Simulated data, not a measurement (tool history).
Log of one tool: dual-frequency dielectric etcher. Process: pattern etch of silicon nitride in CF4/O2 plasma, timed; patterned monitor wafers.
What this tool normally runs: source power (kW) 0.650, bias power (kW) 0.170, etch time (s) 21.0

| run | hour | source power (kW) | bias power (kW) | etch time (s) | read-back reference wafer on the same gauge, depth_nm | mean etch depth across the wafer (nm) |
|---|---|---|---|---|---|---|
| 1 | 0.0 | 0.650 | 0.170 | 21.0 | 45.3 | 50.8 |
| 2 | 96.1 | 0.650 | 0.170 | 21.0 | 45.3 | 51.1 |
| 3 | 329.9 | 0.650 | 0.170 | 21.0 | 45.3 | 50.7 |
| 4 | 420.1 | 0.650 | 0.170 | 23.0 | 45.3 | 56.0 |
|  | 459.6 | bias power generator calibrated |
| 5 | 493.4 | 0.650 | 0.170 | 23.0 | 45.2 | 55.4 |
| 6 | 595.4 | 0.650 | 0.170 | 23.0 | 45.3 | 55.7 |
| 7 | 647.6 | 0.550 | 0.170 | 24.5 | 45.3 | 53.3 |
|  | 708.2 | wet clean of the chamber |
| 8 | 739.0 | 0.550 | 0.153 | 19.0 | 45.3 | 39.9 |
| 9 | 834.9 | 0.650 | 0.170 | 21.0 | 45.3 | 51.6 |
| 10 | 920.7 | 0.650 | 0.170 | 21.0 | 45.3 | 51.3 |
| 11 | 993.0 | 0.650 | 0.142 | 21.0 | 45.3 | 48.1 |
| 12 | 1068.7 | 0.500 | 0.203 | 18.0 | 45.3 | 40.7 |
| 13 | 1322.4 | 0.650 | 0.170 | 16.0 | 45.3 | 40.0 |
|  | 1399.4 | source power generator calibrated |
|  | 1541.9 | wet clean of the chamber |
| 14 | 1542.4 | 0.770 | 0.193 | 18.0 | 45.3 | 52.0 |
| 15 | 1581.5 | 0.760 | 0.170 | 26.0 | 45.2 | 70.4 |
| 16 | 1642.1 | 0.590 | 0.205 | 18.0 | 45.2 | 44.7 |
|  | 1643.9 | gauge calibrated |
| 17 | 1715.8 | 0.650 | 0.170 | 21.0 | 45.4 | 50.5 |
|  | 1798.1 | upper electrode replaced |
| 18 | 1798.6 | 0.650 | 0.170 | 21.0 | 45.3 | 51.2 |
| 19 | 1881.8 | 0.560 | 0.190 | 21.0 | 45.3 | 48.8 |
| 20 | 1977.2 | 0.510 | 0.212 | 21.0 | 45.3 | 48.6 |
|  | 1991.1 | bias power generator calibrated |
| 21 | 2060.7 | 0.790 | 0.170 | 21.0 | 45.2 | 57.3 |
| 22 | 2163.7 | 0.650 | 0.142 | 21.0 | 45.3 | 47.0 |
| 23 | 2222.2 | 0.720 | 0.150 | 24.5 | 45.3 | 59.7 |
| 24 | 2286.0 | 0.580 | 0.209 | 25.0 | 45.2 | 61.2 |
|  | 2333.2 | wet clean of the chamber |
| 25 | 2368.9 | 0.510 | 0.170 | 21.0 | 45.3 | 43.8 |
| 26 | 2432.9 | 0.760 | 0.206 | 18.5 | 45.3 | 54.3 |
| 27 | 2518.0 | 0.650 | 0.170 | 21.0 | 45.3 | 51.6 |
| 28 | 2737.1 | 0.650 | 0.148 | 18.5 | 45.4 | 42.7 |
| 29 | 2795.7 | 0.650 | 0.170 | 19.0 | 45.3 | 46.2 |

List, for all runs, the conditions of the tool that the log does not record:
etch rate over this chamber's usual, %: 0 on each run
gauge reads high (%): 0 on each run
H1: source power that arrives over what is set, %
H2: bias power that arrives over what is set, %
| run | H1 | H2 |
|---|---|---|
| 1 | 0.0842 | 4.02 |
| 2 | 0.216 | 4.17 |
| 3 | 0.625 | 4.44 |
| 4 | 0.817 | 4.52 |
| 5 | 0.988 | 0.843 |
| 6 | 1.25 | 1.69 |
| 7 | 1.39 | 2.07 |
| 8 | 1.65 | 2.65 |
| 9 | 1.95 | 3.15 |
| 10 | 2.23 | 3.54 |
| 11 | 2.48 | 3.82 |
| 12 | 2.76 | 4.08 |
| 13 | 3.78 | 4.72 |
| 14 | -0.0963 | 5.07 |
| 15 | -0.0815 | 5.12 |
| 16 | -0.0514 | 5.19 |
| 17 | -0.00335 | 5.27 |
| 18 | 0.0658 | 5.34 |
| 19 | 0.151 | 5.41 |
| 20 | 0.269 | 5.47 |
| 21 | 0.39 | 0.723 |
| 22 | 0.561 | 1.52 |
| 23 | 0.67 | 1.92 |
| 24 | 0.797 | 2.3 |
| 25 | 0.977 | 2.73 |
| 26 | 1.13 | 3.02 |
| 27 | 1.34 | 3.36 |
| 28 | 1.97 | 4.02 |
| 29 | 2.15 | 4.16 |

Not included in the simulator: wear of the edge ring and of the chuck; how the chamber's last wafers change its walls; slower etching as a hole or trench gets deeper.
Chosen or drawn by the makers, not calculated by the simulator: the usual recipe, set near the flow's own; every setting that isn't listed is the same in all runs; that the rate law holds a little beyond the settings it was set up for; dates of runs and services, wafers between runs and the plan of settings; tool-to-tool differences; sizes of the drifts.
